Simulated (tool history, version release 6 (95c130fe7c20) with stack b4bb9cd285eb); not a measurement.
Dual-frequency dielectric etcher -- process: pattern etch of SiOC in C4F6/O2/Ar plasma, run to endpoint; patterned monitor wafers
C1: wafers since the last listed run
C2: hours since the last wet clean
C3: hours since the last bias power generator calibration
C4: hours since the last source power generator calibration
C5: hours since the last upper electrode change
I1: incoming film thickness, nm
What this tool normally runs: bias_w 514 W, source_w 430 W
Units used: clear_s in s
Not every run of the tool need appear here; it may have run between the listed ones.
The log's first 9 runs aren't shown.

run 10 hour=182.9 | bias_w=514 source_w=430 | C1=325 C2=354.4 C3=4380.6 C4=3554.0 C5=5326.0 | I1=43.20 | clear_s=13.3
run 11 hour=203.0 | bias_w=514 source_w=500 | C1=389 C2=374.5 C3=4400.7 C4=3574.1 C5=5346.1 | I1=43.10 | clear_s=12.6
run 12 hour=234.2 | bias_w=514 source_w=430 | C1=604 C2=405.7 C3=4431.9 C4=3605.3 C5=5377.3 | I1=43.06 | clear_s=13.3
run 13 hour=258.3 | bias_w=514 source_w=430 | C1=467 C2=429.8 C3=4456.0 C4=3629.4 C5=5401.4 | I1=42.81 | clear_s=13.2
run 14 hour=274.8 | bias_w=514 source_w=430 | C1=319 C2=446.3 C3=4472.5 C4=3645.9 C5=5417.9 | I1=43.08 | clear_s=13.3
run 15 hour=294.8 | bias_w=514 source_w=430 | C1=387 C2=466.3 C3=4492.5 C4=3665.9 C5=5437.9 | I1=42.81 | clear_s=13.2
run 16 hour=311.2 | bias_w=514 source_w=430 | C1=317 C2=482.7 C3=4508.9 C4=3682.3 C5=5454.3 | I1=43.21 | clear_s=13.4
run 17 hour=326.0 | bias_w=514 source_w=430 | C1=286 C2=497.5 C3=4523.7 C4=3697.1 C5=5469.1 | I1=42.83 | clear_s=13.2
run 18 hour=341.2 | bias_w=472 source_w=340 | C1=294 C2=512.7 C3=4538.9 C4=3712.3 C5=5484.3 | I1=43.15 | clear_s=14.7
run 19 hour=373.0 | bias_w=635 source_w=390 | C1=616 C2=544.5 C3=4570.7 C4=3744.1 C5=5516.1 | I1=43.11 | clear_s=13.1
-- hour=398.2 bias power generator calibrated
run 20 hour=407.1 | bias_w=429 source_w=400 | C1=583 C2=578.6 C3=8.9 C4=3778.2 C5=5550.2 | I1=42.46 | clear_s=14.2
-- hour=434.1 source power generator calibrated
-- hour=454.8 wet clean of the chamber
run 21 hour=455.3 | bias_w=558 source_w=380 | C1=454 C2=0.5 C3=57.1 C4=21.2 C5=5598.4 | I1=43.19 | clear_s=13.3
run 22 hour=455.7 | bias_w=478 source_w=390 | C1=7 C2=0.9 C3=57.5 C4=21.6 C5=5598.8 | I1=42.93 | clear_s=13.6
-- hour=494.0 upper electrode replaced
run 23 hour=494.5 | bias_w=514 source_w=430 | C1=286 C2=39.7 C3=96.3 C4=60.4 C5=0.5 | I1=42.91 | clear_s=13.0
run 24 hour=494.8 | bias_w=388 source_w=430 | C1=5 C2=40.0 C3=96.6 C4=60.7 C5=0.8 | I1=43.53 | clear_s=14.1
run 25 hour=501.3 | bias_w=443 source_w=500 | C1=125 C2=46.5 C3=103.1 C4=67.2 C5=7.3 | I1=43.27 | clear_s=13.0
run 26 hour=517.8 | bias_w=514 source_w=520 | C1=319 C2=63.0 C3=119.6 C4=83.7 C5=23.8 | I1=43.66 | clear_s=12.4
run 27 hour=534.5 | bias_w=436 source_w=480 | C1=323 C2=79.7 C3=136.3 C4=100.4 C5=40.5 | I1=42.74 | clear_s=13.1
run 28 hour=550.0 | bias_w=466 source_w=520 | C1=300 C2=95.2 C3=151.8 C4=115.9 C5=56.0 | I1=43.26 | clear_s=12.7
run 29 hour=574.9 | bias_w=514 source_w=430 | C1=482 C2=120.1 C3=176.7 C4=140.8 C5=80.9 | I1=43.57 | clear_s=13.3
run 30 hour=608.7 | bias_w=639 source_w=490 | C1=655 C2=153.9 C3=210.5 C4=174.6 C5=114.7 | I1=42.66 | clear_s=11.7
run 31 hour=627.9 | bias_w=514 source_w=430 | C1=372 C2=173.1 C3=229.7 C4=193.8 C5=133.9 | I1=42.93 | clear_s=13.1
run 32 hour=645.5 | bias_w=514 source_w=430 | C1=341 C2=190.7 C3=247.3 C4=211.4 C5=151.5 | I1=42.88 | clear_s=13.1

5 options for the next run, each taken on its own from the tool as it stands now. Forecast them:
run A hour=645.9 | bias_w=468 source_w=430 | C1=7 C2=191.1 C3=247.7 C4=211.8 C5=151.9 | I1=42.75 | clear_s=?
run B hour=645.9 | bias_w=431 source_w=490 | C1=7 C2=191.1 C3=247.7 C4=211.8 C5=151.9 | I1=42.75 | clear_s=?
run C hour=645.9 | bias_w=584 source_w=430 | C1=7 C2=191.1 C3=247.7 C4=211.8 C5=151.9 | I1=42.75 | clear_s=?
run D hour=645.9 | bias_w=583 source_w=470 | C1=7 C2=191.1 C3=247.7 C4=211.8 C5=151.9 | I1=42.75 | clear_s=?
run E hour=645.9 | bias_w=568 source_w=490 | C1=7 C2=191.1 C3=247.7 C4=211.8 C5=151.9 | I1=42.75 | clear_s=?

run=A clear_s=13.4
run=B clear_s=13.1
run=C clear_s=12.6
run=D clear_s=12.3
run=E clear_s=12.2
With the hidden condition removed and each run's random variation left untouched, the same runs would have given:
run=A clear_s=13.2
run=B clear_s=12.9
run=C clear_s=12.5
run=D clear_s=12.1
run=E clear_s=12.0
